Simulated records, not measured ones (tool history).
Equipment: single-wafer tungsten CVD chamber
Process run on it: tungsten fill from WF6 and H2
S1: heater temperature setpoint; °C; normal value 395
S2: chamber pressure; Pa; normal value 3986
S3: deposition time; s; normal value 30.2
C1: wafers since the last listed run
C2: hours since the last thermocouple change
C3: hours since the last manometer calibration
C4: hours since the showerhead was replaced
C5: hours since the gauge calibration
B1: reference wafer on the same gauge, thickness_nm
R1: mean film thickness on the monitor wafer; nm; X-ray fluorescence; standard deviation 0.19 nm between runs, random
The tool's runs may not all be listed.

{"run": 1, "day": 0.0, "S1": 395, "S2": 3986, "S3": 30.2, "C1": 0, "C2": 686.6, "C3": 867.4, "C4": 2120.6, "C5": 586.7, "B1": 74.167, "R1": 83.793}
{"run": 2, "day": 3.704, "S1": 395, "S2": 3986, "S3": 30.2, "C1": 1605, "C2": 775.5, "C3": 956.3, "C4": 2209.5, "C5": 675.6, "B1": 74.25, "R1": 83.548}
{"run": 3, "day": 6.346, "S1": 395, "S2": 3986, "S3": 30.2, "C1": 1145, "C2": 838.9, "C3": 1019.7, "C4": 2272.9, "C5": 739.0, "B1": 74.221, "R1": 83.668}
{"run": 4, "day": 8.546, "S1": 395, "S2": 3986, "S3": 30.2, "C1": 953, "C2": 891.7, "C3": 1072.5, "C4": 2325.7, "C5": 791.8, "B1": 74.261, "R1": 83.449}
{"run": 5, "day": 12.917, "S1": 395, "S2": 3986, "S3": 28.4, "C1": 1894, "C2": 996.6, "C3": 1177.4, "C4": 2430.6, "C5": 896.7, "B1": 74.204, "R1": 77.971}
{"run": 6, "day": 17.071, "S1": 395, "S2": 3333, "S3": 25.4, "C1": 1800, "C2": 1096.3, "C3": 1277.1, "C4": 2530.3, "C5": 996.4, "B1": 74.182, "R1": 64.187}
{"run": 7, "day": 20.396, "S1": 395, "S2": 3333, "S3": 25.4, "C1": 1441, "C2": 1176.1, "C3": 1356.9, "C4": 2610.1, "C5": 1076.2, "B1": 74.196, "R1": 63.93}
{"day": 24.8, "done": "capacitance manometer re-zeroed and calibrated"}
{"run": 8, "day": 29.875, "S1": 389, "S2": 4773, "S3": 30.2, "C1": 3964, "C2": 1403.6, "C3": 121.8, "C4": 2837.6, "C5": 1303.7, "B1": 74.196, "R1": 81.27}
{"run": 9, "day": 31.829, "S1": 399, "S2": 3986, "S3": 30.2, "C1": 847, "C2": 1450.5, "C3": 168.7, "C4": 2884.5, "C5": 1350.6, "B1": 74.177, "R1": 92.869}
{"run": 10, "day": 35.604, "S1": 399, "S2": 3986, "S3": 30.2, "C1": 1636, "C2": 1541.1, "C3": 259.3, "C4": 2975.1, "C5": 1441.2, "B1": 74.25, "R1": 93.231}
{"day": 36.817, "done": "showerhead replaced"}
{"run": 11, "day": 38.708, "S1": 395, "S2": 3986, "S3": 30.2, "C1": 1201, "C2": 1615.6, "C3": 333.8, "C4": 45.4, "C5": 1515.7, "B1": 74.23, "R1": 85.267}
{"run": 12, "day": 41.629, "S1": 395, "S2": 3986, "S3": 30.2, "C1": 1266, "C2": 1685.7, "C3": 403.9, "C4": 115.5, "C5": 1585.8, "B1": 74.156, "R1": 84.76}
{"run": 13, "day": 44.392, "S1": 403, "S2": 3986, "S3": 30.2, "C1": 1197, "C2": 1752.0, "C3": 470.2, "C4": 181.8, "C5": 1652.1, "B1": 74.207, "R1": 100.304}
{"run": 14, "day": 48.008, "S1": 403, "S2": 3986, "S3": 30.2, "C1": 1567, "C2": 1838.8, "C3": 557.0, "C4": 268.6, "C5": 1738.9, "B1": 74.197, "R1": 100.506}
{"day": 51.212, "done": "thermocouple changed; heater temperature recalibrated"}
{"run": 15, "day": 51.396, "S1": 390, "S2": 4640, "S3": 26.9, "C1": 1324, "C2": 4.4, "C3": 638.3, "C4": 349.9, "C5": 1820.2, "B1": 74.243, "R1": 72.251}
{"day": 55.475, "done": "gauge calibrated"}
{"run": 16, "day": 55.612, "S1": 381, "S2": 3986, "S3": 27.8, "C1": 1827, "C2": 105.6, "C3": 739.5, "C4": 451.1, "C5": 3.3, "B1": 74.172, "R1": 56.765}
{"run": 17, "day": 59.429, "S1": 390, "S2": 4640, "S3": 26.9, "C1": 1654, "C2": 197.2, "C3": 831.1, "C4": 542.7, "C5": 94.9, "B1": 74.188, "R1": 72.22}
{"run": 18, "day": 63.45, "S1": 395, "S2": 3360, "S3": 32.2, "C1": 1743, "C2": 293.7, "C3": 927.6, "C4": 639.2, "C5": 191.4, "B1": 74.23, "R1": 83.189}
{"run": 19, "day": 66.788, "S1": 400, "S2": 3986, "S3": 30.2, "C1": 1446, "C2": 373.8, "C3": 1007.7, "C4": 719.3, "C5": 271.5, "B1": 74.149, "R1": 93.388}
{"run": 20, "day": 69.125, "S1": 386, "S2": 3986, "S3": 35.5, "C1": 1013, "C2": 429.9, "C3": 1063.8, "C4": 775.4, "C5": 327.6, "B1": 74.203, "R1": 80.89}

Forecast run 21:
{"run": 21, "day": 70.708, "S1": 395, "S2": 3986, "S3": 30.2, "C1": 686, "C2": 467.9, "C3": 1101.8, "C4": 813.4, "C5": 365.6, "B1": "?", "R1": "?"}

B1: 74.194
R1: 84.036 nm
Had the tool carried no hidden state, the very same run would have given R1 85.588 nm.

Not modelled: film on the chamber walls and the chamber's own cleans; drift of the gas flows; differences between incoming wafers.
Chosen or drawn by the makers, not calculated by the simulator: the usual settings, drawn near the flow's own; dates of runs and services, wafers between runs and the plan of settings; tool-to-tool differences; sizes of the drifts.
